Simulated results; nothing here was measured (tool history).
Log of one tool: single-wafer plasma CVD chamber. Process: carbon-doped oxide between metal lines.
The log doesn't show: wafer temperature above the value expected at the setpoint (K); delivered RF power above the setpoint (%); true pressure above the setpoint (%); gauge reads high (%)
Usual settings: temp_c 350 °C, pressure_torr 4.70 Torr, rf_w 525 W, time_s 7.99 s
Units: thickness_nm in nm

run   hour  temp_c  pressure_torr  rf_w  time_s  wafers since the last listed run  hours since the last thermocouple change  hours since the last RF generator calibration  hours since the last manometer calibration  hours since the showerhead was replaced  hours since the gauge calibration  read-back reference wafer on the same gauge, thickness_nm  thickness_nm
  1    0.0     350           4.70   525    7.99                                 0                                    1389.2                                          355.6                                      2702.2                                   4707.2                              153.3                                                     39.897        42.061
  2   31.3     350           4.70   525    7.99                              1452                                    1420.5                                          386.9                                      2733.5                                   4738.5                              184.6                                                     39.916        42.356
  3   56.2     350           4.70   525    7.99                              1155                                    1445.4                                          411.8                                      2758.4                                   4763.4                              209.5                                                     39.893        42.321
  4   68.7     350           4.70   525    7.99                               579                                    1457.9                                          424.3                                      2770.9                                   4775.9                              222.0                                                     39.900        42.235
  5   89.5     350           4.70   525    7.99                               964                                    1478.7                                          445.1                                      2791.7                                   4796.7                              242.8                                                     39.892        42.567
  6  105.6     350           4.70   525    7.99                               746                                    1494.8                                          461.2                                      2807.8                                   4812.8                              258.9                                                     39.864        42.604
  7  152.5     350           4.70   525    7.99                              2175                                    1541.7                                          508.1                                      2854.7                                   4859.7                              305.8                                                     39.934        42.328
  8  183.7     350           4.70   525    7.99                              1447                                    1572.9                                          539.3                                      2885.9                                   4890.9                              337.0                                                     39.865        42.460
  9  210.5     350           4.70   525    7.99                              1243                                    1599.7                                          566.1                                      2912.7                                   4917.7                              363.8                                                     39.944        42.410
 10  229.2     350           4.70   525    7.99                               867                                    1618.4                                          584.8                                      2931.4                                   4936.4                              382.5                                                     39.887        42.391
 11  245.7     350           4.70   570    7.99                               765                                    1634.9                                          601.3                                      2947.9                                   4952.9                              399.0                                                     39.893        44.151
     263.2  -- showerhead replaced
     267.2  -- thermocouple changed; heater temperature recalibrated
 12  278.1     337           4.70   605    8.92                               947                                      10.9                                          633.7                                      2980.3                                     14.9                              431.4                                                     39.878        52.558
 13  304.6     350           4.34   455    7.99                              1229                                      37.4                                          660.2                                      3006.8                                     41.4                              457.9                                                     39.890        39.121
 14  330.8     336           5.05   440    8.79                              1215                                      63.6                                          686.4                                      3033.0                                     67.6                              484.1                                                     39.867        45.938
     354.3  -- gauge calibrated
 15  356.5     341           5.59   525    9.24                              1192                                      89.3                                          712.1                                      3058.7                                     93.3                                2.2                                                     39.864        52.507
 16  386.3     350           5.30   525    6.46                              1382                                     119.1                                          741.9                                      3088.5                                    123.1                               32.0                                                     39.848        35.186
 17  400.5     350           4.70   525    7.04                               658                                     133.3                                          756.1                                      3102.7                                    137.3                               46.2                                                     39.871        37.410
     409.4  -- capacitance manometer re-zeroed and calibrated
 18  420.4     336           3.96   440    7.99                               552                                     153.2                                          776.0                                        11.0                                    157.2                               66.1                                                     39.886        39.818
     436.9  -- RF generator calibrated
 19  437.6     350           4.70   525    7.99                               426                                     170.4                                            0.7                                        28.2                                    174.4                               83.3                                                     39.899        42.388
 20  508.6     342           4.19   575    8.50                              3293                                     241.4                                           71.7                                        99.2                                    245.4                              154.3                                                     39.922        46.979
 21  539.5     350           4.70   525    7.99                              1433                                     272.3                                          102.6                                       130.1                                    276.3                              185.2                                                     39.905        42.431
 22  565.7     350           4.70   455    7.99                              1215                                     298.5                                          128.8                                       156.3                                    302.5                              211.4                                                     39.910        39.973
 23  597.4     338           3.74   495    8.43                              1470                                     330.2                                          160.5                                       188.0                                    334.2                              243.1                                                     39.924        43.651

3 ways to go on from here, each from the tool as it stands after run 23. What would each give?
  A  597.8     350           4.70   430    7.99                                18                                     330.6                                          160.9                                       188.4                                    334.6                              243.5                                                          ?             ?
  B  597.8     350           5.67   485    7.99                                18                                     330.6                                          160.9                                       188.4                                    334.6                              243.5                                                          ?             ?
  C  597.8     350           5.59   525    7.99                                18                                     330.6                                          160.9                                       188.4                                    334.6                              243.5                                                          ?             ?

run  read-back reference wafer on the same gauge, thickness_nm  thickness_nm
  A                                                     39.881        39.245
  B                                                     39.881        42.680
  C                                                     39.881        44.125
Without the tool's hidden state the same runs would have given:
run  thickness_nm
  A        39.245
  B        42.680
  C        44.125
